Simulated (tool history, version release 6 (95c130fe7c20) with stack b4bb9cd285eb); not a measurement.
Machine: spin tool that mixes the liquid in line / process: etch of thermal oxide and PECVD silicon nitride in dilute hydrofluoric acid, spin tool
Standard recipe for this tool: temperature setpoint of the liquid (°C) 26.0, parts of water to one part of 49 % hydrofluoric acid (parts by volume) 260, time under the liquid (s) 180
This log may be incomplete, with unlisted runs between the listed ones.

| run | hour | temperature setpoint of the liquid (°C) | parts of water to one part of 49 % hydrofluoric acid (parts by volume) | time under the liquid (s) | read-back film thickness of the thermal oxide reference wafer, read on the same gauge (nm) | read-back film thickness of the PECVD silicon nitride reference wafer, read on the same gauge (nm) | thickness taken off the thermal oxide on a monitor wafer (Å) | thickness taken off the PECVD silicon nitride on a monitor wafer (Å) |
|---|---|---|---|---|---|---|---|---|
| 1 | 0.0 | 26.0 | 365 | 180 | 39.991 | 149.973 | 17.76 | 26.21 |
| 2 | 11.7 | 26.0 | 260 | 90 | 39.984 | 149.968 | 13.78 | 18.27 |
|  | 14.5 | thermometer replaced |
| 3 | 19.3 | 21.0 | 155 | 210 | 40.012 | 150.039 | 52.27 | 59.23 |
| 4 | 36.7 | 26.0 | 260 | 180 | 39.998 | 150.004 | 29.66 | 41.84 |
| 5 | 53.5 | 26.0 | 260 | 90 | 39.996 | 149.998 | 14.73 | 20.82 |
| 6 | 71.0 | 26.0 | 260 | 180 | 39.992 | 149.984 | 29.55 | 41.51 |
| 7 | 79.9 | 26.0 | 260 | 80 | 40.006 | 149.950 | 12.98 | 18.47 |
| 8 | 91.2 | 28.0 | 260 | 180 | 40.001 | 150.018 | 31.55 | 46.87 |
| 9 | 104.0 | 26.0 | 135 | 135 | 40.001 | 149.994 | 49.14 | 59.92 |
| 10 | 136.2 | 27.5 | 375 | 180 | 39.988 | 149.981 | 19.17 | 31.35 |
| 11 | 144.0 | 24.0 | 295 | 100 | 40.020 | 149.986 | 13.32 | 18.09 |
| 12 | 154.0 | 26.0 | 260 | 180 | 40.002 | 149.991 | 28.70 | 41.22 |
| 13 | 172.5 | 28.5 | 260 | 240 | 39.988 | 150.008 | 43.31 | 64.83 |
| 14 | 179.4 | 26.0 | 260 | 180 | 40.007 | 150.025 | 29.09 | 40.89 |
| 15 | 196.0 | 26.0 | 150 | 180 | 39.999 | 150.022 | 57.20 | 71.20 |
| 16 | 204.3 | 30.0 | 365 | 120 | 39.984 | 149.992 | 13.90 | 24.87 |
| 17 | 213.1 | 29.0 | 165 | 140 | 39.988 | 150.022 | 44.09 | 61.26 |
| 18 | 227.6 | 26.0 | 260 | 180 | 39.992 | 149.937 | 29.02 | 41.02 |
| 19 | 239.6 | 26.0 | 260 | 180 | 39.993 | 149.991 | 29.49 | 41.37 |
| 20 | 253.3 | 21.0 | 260 | 180 | 39.998 | 149.947 | 24.08 | 30.01 |

For run 21, what comes out?
| 21 | 262.7 | 24.0 | 340 | 85 | ? | ? | ? | ? |

{"run 21": {"read-back film thickness of the thermal oxide reference wafer, read on the same gauge (nm)": 39.979, "read-back film thickness of the PECVD silicon nitride reference wafer, read on the same gauge (nm)": 149.993, "thickness taken off the thermal oxide on a monitor wafer (Å)": 9.06, "thickness taken off the PECVD silicon nitride on a monitor wafer (Å)": 13.16}}
Without the tool's hidden state the same run would have given thickness taken off the thermal oxide on a monitor wafer (Å) 9.11, thickness taken off the PECVD silicon nitride on a monitor wafer (Å) 13.60.

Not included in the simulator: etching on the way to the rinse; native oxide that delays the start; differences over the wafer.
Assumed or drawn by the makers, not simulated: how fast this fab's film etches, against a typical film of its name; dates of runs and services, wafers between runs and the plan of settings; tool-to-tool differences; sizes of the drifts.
